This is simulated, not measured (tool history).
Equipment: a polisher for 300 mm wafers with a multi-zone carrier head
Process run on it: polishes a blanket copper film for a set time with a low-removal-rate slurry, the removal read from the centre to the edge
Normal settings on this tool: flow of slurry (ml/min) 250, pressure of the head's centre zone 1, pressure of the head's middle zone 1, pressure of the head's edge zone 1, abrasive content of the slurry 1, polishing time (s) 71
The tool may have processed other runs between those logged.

| run | hour | flow of slurry (ml/min) | pressure of the head's centre zone | pressure of the head's middle zone | pressure of the head's edge zone | abrasive content of the slurry | polishing time (s) | incoming thickness of the incoming film, nm | film removed at the wafer's centre (angstrom) | film removed at mid-radius (angstrom) | film removed at the wafer's edge (angstrom) |
|---|---|---|---|---|---|---|---|---|---|---|---|
| 1 | 0 | 250 | 1 | 1 | 1 | 1 | 71 | 1500.1 | 1320 | 1274 | 1323 |
| 2 | 21.5 | 250 | 1 | 1 | 1 | 1 | 71 | 1495.5 | 1309 | 1278 | 1332 |
|  | 39.5 | worn pad replaced by a new one |
| 3 | 46.4 | 250 | 1 | 1 | 1 | 1 | 71 | 1513.5 | 1299 | 1283 | 1320 |
| 4 | 73.4 | 250 | 1 | 1 | 1 | 1 | 71 | 1523.8 | 1292 | 1272 | 1294 |
| 5 | 102.1 | 250 | 1 | 1 | 1 | 1 | 71 | 1519 | 1272 | 1276 | 1334 |
|  | 126.6 | worn pad replaced by a new one |
| 6 | 127.1 | 250 | 1 | 1 | 1 | 1 | 71 | 1481.3 | 1279 | 1267 | 1295 |
| 7 | 159.5 | 250 | 1 | 1 | 1 | 1 | 71 | 1522.8 | 1266 | 1248 | 1302 |
| 8 | 188.5 | 250 | 1 | 1 | 1 | 1 | 71 | 1495.1 | 1254 | 1236 | 1278 |
| 9 | 200.6 | 250 | 1 | 1 | 1 | 1 | 71 | 1477.2 | 1247 | 1236 | 1270 |
|  | 207.1 | worn pad replaced by a new one |
| 10 | 227.9 | 250 | 1 | 0.95 | 0.95 | 1 | 71 | 1487.6 | 1226 | 1166 | 1237 |
| 11 | 255.8 | 250 | 1.12 | 1 | 1 | 1 | 89 | 1491.9 | 1643 | 1467 | 1580 |
|  | 283 | edge zone pressure recalibrated |
| 12 | 285.9 | 250 | 1 | 1 | 1 | 1 | 71 | 1480.2 | 1160 | 1172 | 1234 |
|  | 300.2 | worn pad replaced by a new one |
|  | 303.7 | centre zone pressure recalibrated |
| 13 | 309.4 | 310 | 1 | 1 | 1 | 1 | 71 | 1510 | 1213 | 1172 | 1243 |
|  | 314.3 | slurry nozzle cleaned |
|  | 325.3 | carrier head's membrane replaced by a new one |
| 14 | 328.6 | 250 | 0.94 | 1.05 | 1 | 1 | 71 | 1501.8 | 1278 | 1358 | 1329 |
| 15 | 340.7 | 170 | 1 | 1 | 1.1 | 1 | 71 | 1491.4 | 1201 | 1200 | 1315 |
| 16 | 373.4 | 250 | 1 | 1 | 1 | 1 | 71 | 1470.3 | 1286 | 1285 | 1355 |
| 17 | 387.5 | 250 | 1 | 0.91 | 1 | 1 | 78 | 1512.9 | 1390 | 1300 | 1472 |
|  | 392.2 | worn pad replaced by a new one |
| 18 | 420 | 250 | 1 | 1 | 1 | 1.1 | 71 | 1474.1 | 1352 | 1325 | 1375 |

A few steps of film removed at the wafer's centre (angstrom) between consecutive runs. Split each: what settings, incoming material and random variation would produce without the hidden state, and what is left over for the hidden state, along with gauge scatter present in only one of the two compared results (measured, and without hidden state):
The hidden state here: removal rate lost through wear of the pad, %; slurry flow missing at the pad, %; deviation of the centre zone's pressure from its setpoint, %; deviation of the edge zone's pressure from its setpoint, %.
Run 11 -> 12: pressure of the head's centre zone 1.12 -> 1, polishing time (s) 89 -> 71, edge zone pressure recalibrated. film removed at the wafer's centre (angstrom) -483: hidden state +8, all else -491.
Run 13 -> 14: flow of slurry (ml/min) 310 -> 250, pressure of the head's centre zone 1 -> 0.94, pressure of the head's middle zone 1 -> 1.05, slurry nozzle cleaned, carrier head's membrane replaced by a new one. film removed at the wafer's centre (angstrom) +65: hidden state +164, all else -99.
